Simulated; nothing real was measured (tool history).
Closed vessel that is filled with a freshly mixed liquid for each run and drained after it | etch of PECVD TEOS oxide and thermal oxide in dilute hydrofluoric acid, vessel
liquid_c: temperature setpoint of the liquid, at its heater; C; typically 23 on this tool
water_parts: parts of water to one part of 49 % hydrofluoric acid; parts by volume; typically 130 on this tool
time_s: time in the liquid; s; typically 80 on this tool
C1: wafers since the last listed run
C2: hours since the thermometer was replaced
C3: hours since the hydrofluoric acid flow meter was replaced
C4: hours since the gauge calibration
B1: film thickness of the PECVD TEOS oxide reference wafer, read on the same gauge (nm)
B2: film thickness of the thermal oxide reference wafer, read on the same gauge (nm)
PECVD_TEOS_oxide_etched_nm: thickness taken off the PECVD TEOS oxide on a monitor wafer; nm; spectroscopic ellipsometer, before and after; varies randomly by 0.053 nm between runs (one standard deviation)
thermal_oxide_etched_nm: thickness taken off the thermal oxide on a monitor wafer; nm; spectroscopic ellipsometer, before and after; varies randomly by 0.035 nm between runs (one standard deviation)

run 1 day=0 | liquid_c=23 water_parts=130 time_s=80 | C1=0 C2=1821.7 C3=1511.4 C4=170.6 | B1=40.02 B2=110.003 | PECVD_TEOS_oxide_etched_nm=12.21 thermal_oxide_etched_nm=3.423
run 2 day=2.988 | liquid_c=23 water_parts=130 time_s=80 | C1=8804 C2=1893.4 C3=1583.1 C4=242.3 | B1=39.99 B2=109.997 | PECVD_TEOS_oxide_etched_nm=12.19 thermal_oxide_etched_nm=3.432
run 3 day=5.954 | liquid_c=23 water_parts=130 time_s=80 | C1=8743 C2=1964.6 C3=1654.3 C4=313.5 | B1=40 B2=110.007 | PECVD_TEOS_oxide_etched_nm=12.28 thermal_oxide_etched_nm=3.448
run 4 day=7.767 | liquid_c=23 water_parts=130 time_s=115 | C1=5341 C2=2008.1 C3=1697.8 C4=357 | B1=40.02 B2=109.994 | PECVD_TEOS_oxide_etched_nm=17.88 thermal_oxide_etched_nm=4.912
run 5 day=8.846 | liquid_c=23 water_parts=130 time_s=115 | C1=3180 C2=2034 C3=1723.7 C4=382.9 | B1=40.01 B2=110.029 | PECVD_TEOS_oxide_etched_nm=17.89 thermal_oxide_etched_nm=4.872
-- day=10.529 thermometer replaced
run 6 day=10.8 | liquid_c=23 water_parts=130 time_s=80 | C1=5636 C2=6.5 C3=1770.6 C4=429.8 | B1=40 B2=110.012 | PECVD_TEOS_oxide_etched_nm=12.38 thermal_oxide_etched_nm=3.472
-- day=11.454 hydrofluoric acid flow meter replaced
run 7 day=13.483 | liquid_c=23 water_parts=130 time_s=80 | C1=7785 C2=70.9 C3=48.7 C4=494.2 | B1=39.99 B2=110.027 | PECVD_TEOS_oxide_etched_nm=11.32 thermal_oxide_etched_nm=3.071
run 8 day=15.888 | liquid_c=23 water_parts=130 time_s=80 | C1=7085 C2=128.6 C3=106.4 C4=551.9 | B1=39.94 B2=110.022 | PECVD_TEOS_oxide_etched_nm=11.38 thermal_oxide_etched_nm=3.19
-- day=16.133 gauge calibrated
run 9 day=18.296 | liquid_c=18 water_parts=130 time_s=50 | C1=7097 C2=186.4 C3=164.2 C4=51.9 | B1=40.02 B2=109.984 | PECVD_TEOS_oxide_etched_nm=5.78 thermal_oxide_etched_nm=1.596
run 10 day=20.588 | liquid_c=23 water_parts=130 time_s=115 | C1=6753 C2=241.4 C3=219.2 C4=106.9 | B1=39.98 B2=109.994 | PECVD_TEOS_oxide_etched_nm=16.47 thermal_oxide_etched_nm=4.546
run 11 day=22.567 | liquid_c=19.5 water_parts=170 time_s=35 | C1=5832 C2=288.9 C3=266.7 C4=154.4 | B1=40.04 B2=110.021 | PECVD_TEOS_oxide_etched_nm=3.22 thermal_oxide_etched_nm=0.888
run 12 day=26.879 | liquid_c=23 water_parts=130 time_s=80 | C1=12709 C2=392.4 C3=370.2 C4=257.9 | B1=39.98 B2=109.981 | PECVD_TEOS_oxide_etched_nm=11.59 thermal_oxide_etched_nm=3.261
run 13 day=28.471 | liquid_c=21 water_parts=130 time_s=80 | C1=4690 C2=430.6 C3=408.4 C4=296.1 | B1=39.99 B2=109.959 | PECVD_TEOS_oxide_etched_nm=10.69 thermal_oxide_etched_nm=3.01
run 14 day=30.833 | liquid_c=19.5 water_parts=130 time_s=80 | C1=6962 C2=487.3 C3=465.1 C4=352.8 | B1=40.04 B2=109.978 | PECVD_TEOS_oxide_etched_nm=10.1 thermal_oxide_etched_nm=2.734

For some of the steps in PECVD_TEOS_oxide_etched_nm from one run to the next: how much would appear even if the tool had no hidden state, given the settings, what came in and random variation, and how much remains for the hidden state plus any gauge scatter that the measured result and the result without hidden state don't share?
Hidden conditions of the tool in this case: liquid colder than its thermometer reads (K); hydrofluoric acid flow above the setpoint (%); gauge reads high (%).
Run 6 -> 7: hydrofluoric acid flow meter replaced. PECVD_TEOS_oxide_etched_nm -1.06 nm: hidden state -1.09, all else +0.03.
Run 10 -> 11: liquid_c 23 -> 19.5, water_parts 130 -> 170, time_s 115 -> 35. PECVD_TEOS_oxide_etched_nm -13.25 nm: hidden state -0.45, all else -12.8.
